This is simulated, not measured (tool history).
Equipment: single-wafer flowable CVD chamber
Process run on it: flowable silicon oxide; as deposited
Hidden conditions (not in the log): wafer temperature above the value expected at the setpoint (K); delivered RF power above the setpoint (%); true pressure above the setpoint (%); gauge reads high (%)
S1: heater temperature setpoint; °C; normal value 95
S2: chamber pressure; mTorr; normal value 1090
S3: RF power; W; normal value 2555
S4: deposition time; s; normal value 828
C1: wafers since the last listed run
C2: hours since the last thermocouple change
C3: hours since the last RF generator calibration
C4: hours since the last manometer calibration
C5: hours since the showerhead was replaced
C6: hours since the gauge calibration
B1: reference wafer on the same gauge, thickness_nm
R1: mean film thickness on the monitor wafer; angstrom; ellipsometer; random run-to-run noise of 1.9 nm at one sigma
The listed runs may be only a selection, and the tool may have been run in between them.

Run 1, day 0: usual settings; C1 0; C2 1109.1; C3 1561.8; C4 1862.4; C5 2833; C6 153; B1 970.128. Result: R1 9562.57 angstrom.
Run 2, day 0.258: usual settings; C1 16; C2 1115.3; C3 1568; C4 1868.6; C5 2839.2; C6 159.2; B1 970. Result: R1 9537.18 angstrom.
Run 3, day 0.8: usual settings but S4 709 s; C1 35; C2 1128.3; C3 1581; C4 1881.6; C5 2852.2; C6 172.2; B1 970.04. Result: R1 8212.3 angstrom.
Run 4, day 2.058: usual settings but S4 709 s; C1 82; C2 1158.5; C3 1611.2; C4 1911.8; C5 2882.4; C6 202.4; B1 969.961. Result: R1 8175.84 angstrom.
Run 5, day 2.733: usual settings but S4 709 s; C1 44; C2 1174.7; C3 1627.4; C4 1928; C5 2898.6; C6 218.6; B1 970.051. Result: R1 8168.37 angstrom.
Run 6, day 3.45: usual settings; C1 46; C2 1191.9; C3 1644.6; C4 1945.2; C5 2915.8; C6 235.8; B1 970.063. Result: R1 9565.96 angstrom.
At day 4.188: thermocouple changed; heater temperature recalibrated.
Run 7, day 5.292: usual settings but S2 1000 mTorr; C1 98; C2 26.5; C3 1688.8; C4 1989.4; C5 2960; C6 280; B1 969.855. Result: R1 8765.45 angstrom.
At day 5.775: capacitance manometer re-zeroed and calibrated.
Run 8, day 6: usual settings but S2 1000 mTorr; C1 24; C2 43.5; C3 1705.8; C4 5.4; C5 2977; C6 297; B1 969.846. Result: R1 9174.99 angstrom.
Run 9, day 6.308: usual settings; C1 20; C2 50.9; C3 1713.2; C4 12.8; C5 2984.4; C6 304.4; B1 970.004. Result: R1 10063.41 angstrom.
At day 6.796: showerhead replaced.
Run 10, day 6.817: usual settings; C1 11; C2 63.1; C3 1725.4; C4 25; C5 0.5; C6 316.6; B1 970.241. Result: R1 10028.3 angstrom.
At day 7.346: capacitance manometer re-zeroed and calibrated, repeated, since the last time left the tool worse.
Run 11, day 7.367: usual settings but S2 1330 mTorr, S4 871 s; C1 14; C2 76.3; C3 1738.6; C4 0.5; C5 13.7; C6 329.8; B1 970.206. Result: R1 11727.1 angstrom.
Run 12, day 7.579: usual settings but S2 1160 mTorr, S4 941 s; C1 13; C2 81.4; C3 1743.7; C4 5.6; C5 18.8; C6 334.9; B1 970.473. Result: R1 11072.52 angstrom.
Run 13, day 8.079: usual settings but S1 83 °C, S2 950 mTorr, S3 2280 W, S4 755 s; C1 32; C2 93.4; C3 1755.7; C4 17.6; C5 30.8; C6 346.9; B1 970.062. Result: R1 10085.49 angstrom.
Run 14, day 8.392: usual settings but S4 767 s; C1 20; C2 100.9; C3 1763.2; C4 25.1; C5 38.3; C6 354.4; B1 969.692. Result: R1 8487.87 angstrom.
Run 15, day 8.821: usual settings but S2 1020 mTorr; C1 28; C2 111.2; C3 1773.5; C4 35.4; C5 48.6; C6 364.7; B1 969.719. Result: R1 8621.27 angstrom.
At day 9.442: gauge calibrated.
Run 16, day 9.458: usual settings; C1 41; C2 126.5; C3 1788.8; C4 50.7; C5 63.9; C6 0.4; B1 969.801. Result: R1 9214.41 angstrom.
Run 17, day 9.796: usual settings but S2 840 mTorr, S3 2730 W, S4 665 s; C1 22; C2 134.6; C3 1796.9; C4 58.8; C5 72; C6 8.5; B1 969.978. Result: R1 5664.61 angstrom.
At day 10.188: RF generator calibrated.
Run 18, day 11.633: usual settings; C1 98; C2 178.7; C3 34.7; C4 102.9; C5 116.1; C6 52.6; B1 970.183. Result: R1 9257.32 angstrom.
Run 19, day 11.9: usual settings but S2 1300 mTorr; C1 17; C2 185.1; C3 41.1; C4 109.3; C5 122.5; C6 59; B1 969.765. Result: R1 11000.29 angstrom.
Run 20, day 12.229: usual settings but S1 84 °C, S2 850 mTorr, S4 668 s; C1 21; C2 193; C3 49; C4 117.2; C5 130.4; C6 66.9; B1 969.51. Result: R1 7872.52 angstrom.
Run 21, day 12.858: usual settings but S1 101 °C, S2 880 mTorr, S3 2415 W; C1 41; C2 208.1; C3 64.1; C4 132.3; C5 145.5; C6 82; B1 969.785. Result: R1 6125.93 angstrom.

Results for each run, recomputed without the tool's hidden state and with each run's random variation untouched:
run        R1
  1   9104.93
  2   9080.47
  3   7818.51
  4   7782.63
  5   7774.93
  6   9104.46
  7   8314.82
  8   8303.15
  9   9129.82
 10    9088.4
 11  11666.66
 12  11001.27
 13  10002.09
 14   8417.79
 15   8534.61
 16   9117.14
 17   5591.38
 18   9118.97
 19  10850.69
 20   7731.36
 21   6010.43
